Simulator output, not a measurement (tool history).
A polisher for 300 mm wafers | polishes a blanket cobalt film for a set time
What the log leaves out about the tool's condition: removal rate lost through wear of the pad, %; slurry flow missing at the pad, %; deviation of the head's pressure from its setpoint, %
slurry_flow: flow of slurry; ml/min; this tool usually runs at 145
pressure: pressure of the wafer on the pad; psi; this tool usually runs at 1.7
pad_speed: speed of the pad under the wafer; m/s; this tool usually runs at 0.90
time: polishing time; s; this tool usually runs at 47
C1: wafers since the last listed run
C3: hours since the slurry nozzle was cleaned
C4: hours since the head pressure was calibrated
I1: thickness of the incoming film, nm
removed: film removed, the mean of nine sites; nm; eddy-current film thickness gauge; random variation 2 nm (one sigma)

Run 1, day 0.000: usual settings; C1 0; wafers polished on this pad 4098; C3 17.6; C4 87.9; I1 1158.9. Result: removed 204.8 nm.
Run 2, day 2.988: usual settings but pressure 1.6 psi; C1 949; wafers polished on this pad 5047; C3 89.3; C4 159.6; I1 1163.7. Result: removed 192.3 nm.
Run 3, day 5.396: usual settings but pressure 1.6 psi; C1 765; wafers polished on this pad 5812; C3 147.1; C4 217.4; I1 1166.5. Result: removed 192.3 nm.
At day 5.658: worn pad replaced by a new one.
Run 4, day 7.704: usual settings but pressure 2.1 psi, pad_speed 1.14 m/s; C1 680; wafers polished on this pad 650; C3 202.5; C4 272.8; I1 1142.8. Result: removed 309.1 nm.
Run 5, day 9.033: usual settings but pressure 2.1 psi, pad_speed 1.14 m/s; C1 422; wafers polished on this pad 1072; C3 234.4; C4 304.7; I1 1151.3. Result: removed 303.8 nm.
Run 6, day 11.050: usual settings but pad_speed 1.08 m/s; C1 640; wafers polished on this pad 1713; C3 282.8; C4 353.1; I1 1177.6. Result: removed 233.7 nm.
Run 7, day 12.508: usual settings but pad_speed 1.08 m/s; C1 463; wafers polished on this pad 2176; C3 317.8; C4 388.1; I1 1157.7. Result: removed 235.2 nm.
Run 8, day 15.412: usual settings but pad_speed 1.08 m/s; C1 922; wafers polished on this pad 3099; C3 387.5; C4 457.8; I1 1152.4. Result: removed 234.4 nm.
Run 9, day 16.417: usual settings; C1 319; wafers polished on this pad 3418; C3 411.6; C4 481.9; I1 1162.8. Result: removed 195.0 nm.
Run 10, day 18.046: usual settings; C1 517; wafers polished on this pad 3935; C3 450.7; C4 521.0; I1 1149.9. Result: removed 195.5 nm.
At day 20.650: head pressure recalibrated.
At day 22.446: slurry nozzle cleaned.
At day 23.342: worn pad replaced by a new one.
Run 11, day 26.725: usual settings; C1 2664; wafers polished on this pad 1074; C3 102.7; C4 145.8; I1 1142.7. Result: removed 177.6 nm.
Run 12, day 28.579: usual settings but time 54 s; C1 589; wafers polished on this pad 1663; C3 147.2; C4 190.3; I1 1175.0. Result: removed 200.9 nm.
Run 13, day 30.588: usual settings but slurry_flow 130 ml/min; C1 638; wafers polished on this pad 2301; C3 195.4; C4 238.5; I1 1181.2. Result: removed 168.7 nm.
Run 14, day 32.608: usual settings but slurry_flow 130 ml/min; C1 641; wafers polished on this pad 2943; C3 243.9; C4 287.0; I1 1159.6. Result: removed 166.8 nm.
Run 15, day 34.992: usual settings but slurry_flow 130 ml/min; C1 757; wafers polished on this pad 3700; C3 301.1; C4 344.2; I1 1178.2. Result: removed 163.0 nm.
Run 16, day 37.608: usual settings but pressure 2.2 psi; C1 831; wafers polished on this pad 4532; C3 363.9; C4 407.0; I1 1141.0. Result: removed 214.7 nm.
At day 39.808: slurry nozzle cleaned, repeated, since the last time left the tool worse.
Run 17, day 40.033: usual settings but slurry_flow 160 ml/min, time 62 s; C1 757; wafers polished on this pad 5289; C3 5.4; C4 465.2; I1 1170.3. Result: removed 275.5 nm.
At day 41.829: head pressure recalibrated.
Run 18, day 42.283: usual settings but pad_speed 0.70 m/s, time 59 s; C1 688; wafers polished on this pad 5977; C3 59.4; C4 10.9; I1 1159.7. Result: removed 211.4 nm.
At day 43.171: worn pad replaced by a new one.
Run 19, day 44.504: usual settings but slurry_flow 130 ml/min; C1 652; wafers polished on this pad 423; C3 112.7; C4 64.2; I1 1159.0. Result: removed 196.6 nm.
Run 20, day 51.929: usual settings; C1 2358; wafers polished on this pad 2782; C3 290.9; C4 242.4; I1 1168.1. Result: removed 197.8 nm.
Run 21, day 54.025: usual settings but slurry_flow 190 ml/min, pressure 1.4 psi, pad_speed 1.04 m/s, time 59 s; C1 665; wafers polished on this pad 3448; C3 341.2; C4 292.7; I1 1164.4. Result: removed 245.5 nm.
Run 22, day 55.942: usual settings but pad_speed 1.08 m/s; C1 608; wafers polished on this pad 4057; C3 387.2; C4 338.7; I1 1154.2. Result: removed 236.4 nm.
Run 23, day 58.292: usual settings but slurry_flow 110 ml/min; C1 746; wafers polished on this pad 4803; C3 443.6; C4 395.1; I1 1164.7. Result: removed 186.4 nm.
At day 62.375: worn pad replaced by a new one.
Run 24, day 62.792: usual settings; C1 1376; wafers polished on this pad 133; C3 551.6; C4 503.1; I1 1161.7. Result: removed 196.6 nm.
At day 63.554: slurry nozzle cleaned.
Run 25, day 64.746: usual settings but slurry_flow 180 ml/min; C1 607; wafers polished on this pad 740; C3 28.6; C4 550.0; I1 1162.3. Result: removed 213.2 nm.
At day 65.929: head pressure recalibrated.
Run 26, day 66.300: usual settings but slurry_flow 110 ml/min, pressure 2.0 psi, pad_speed 1.18 m/s, time 38 s; C1 467; wafers polished on this pad 1207; C3 65.9; C4 8.9; I1 1144.3. Result: removed 229.2 nm.
Run 27, day 68.775: usual settings; C1 786; wafers polished on this pad 1994; C3 125.3; C4 68.3; I1 1154.3. Result: removed 204.9 nm.
Run 28, day 70.629: usual settings but slurry_flow 165 ml/min, pad_speed 1.00 m/s; C1 589; wafers polished on this pad 2583; C3 169.8; C4 112.8; I1 1161.5. Result: removed 232.4 nm.
Run 29, day 76.979: usual settings but slurry_flow 105 ml/min; C1 2017; wafers polished on this pad 4600; C3 322.2; C4 265.2; I1 1151.1. Result: removed 185.1 nm.
Run 30, day 78.083: usual settings; C1 350; wafers polished on this pad 4951; C3 348.7; C4 291.7; I1 1165.5. Result: removed 202.6 nm.
Run 31, day 79.338: usual settings but slurry_flow 180 ml/min, pressure 2.3 psi, pad_speed 0.62 m/s, time 59 s; C1 398; wafers polished on this pad 5349; C3 378.8; C4 321.8; I1 1141.8. Result: removed 267.3 nm.
At day 80.508: worn pad replaced by a new one.
Run 32, day 80.529: usual settings but slurry_flow 105 ml/min, pressure 1.4 psi, time 41 s; C1 325; wafers polished on this pad 6; C3 407.4; C4 350.4; I1 1154.7. Result: removed 130.2 nm.
Run 33, day 82.092: usual settings but slurry_flow 160 ml/min, pressure 2.1 psi, pad_speed 1.00 m/s, time 59 s; C1 496; wafers polished on this pad 503; C3 444.9; C4 387.9; I1 1151.0. Result: removed 344.5 nm.
Run 34, day 85.075: usual settings but pressure 1.2 psi, pad_speed 1.06 m/s; C1 947; wafers polished on this pad 1450; C3 516.5; C4 459.5; I1 1181.8. Result: removed 160.5 nm.
Run 35, day 87.092: usual settings but slurry_flow 175 ml/min, pressure 1.1 psi; C1 640; wafers polished on this pad 2091; C3 564.9; C4 507.9; I1 1160.6. Result: removed 131.1 nm.
At day 87.375: slurry nozzle cleaned.
Run 36, day 89.142: usual settings but pressure 1.4 psi, time 31 s; C1 638; wafers polished on this pad 2729; C3 42.4; C4 557.1; I1 1155.6. Result: removed 112.5 nm.
Run 37, day 91.371: usual settings but slurry_flow 160 ml/min, pressure 2.0 psi, pad_speed 0.72 m/s, time 52 s; C1 708; wafers polished on this pad 3437; C3 95.9; C4 610.6; I1 1173.6. Result: removed 220.3 nm.

Subtracting, for every run, the result it would have given without the tool's unlogged condition from the measured result gives the following. The same run-to-run variation enters both numbers; the gauge's scatter may not:
run  removed
  1     -1.1
  2     -2.0
  3     -2.8
  4     -6.0
  5     -6.7
  6     -6.1
  7     -6.8
  8     -8.3
  9     -7.4
 10     -8.1
 11    -27.5
 12    -33.4
 13    -33.8
 14    -36.1
 15    -38.5
 16    -49.8
 17     -1.5
 18     -2.0
 19     -3.0
 20     -5.5
 21     -6.1
 22     -8.8
 23    -10.5
 24    -10.6
 25     -0.4
 26     -1.5
 27     -1.9
 28     -2.5
 29     -6.4
 30     -5.5
 31     -6.4
 32     -5.9
 33    -11.2
 34     -6.9
 35     -5.2
 36     -0.8
 37     -2.3

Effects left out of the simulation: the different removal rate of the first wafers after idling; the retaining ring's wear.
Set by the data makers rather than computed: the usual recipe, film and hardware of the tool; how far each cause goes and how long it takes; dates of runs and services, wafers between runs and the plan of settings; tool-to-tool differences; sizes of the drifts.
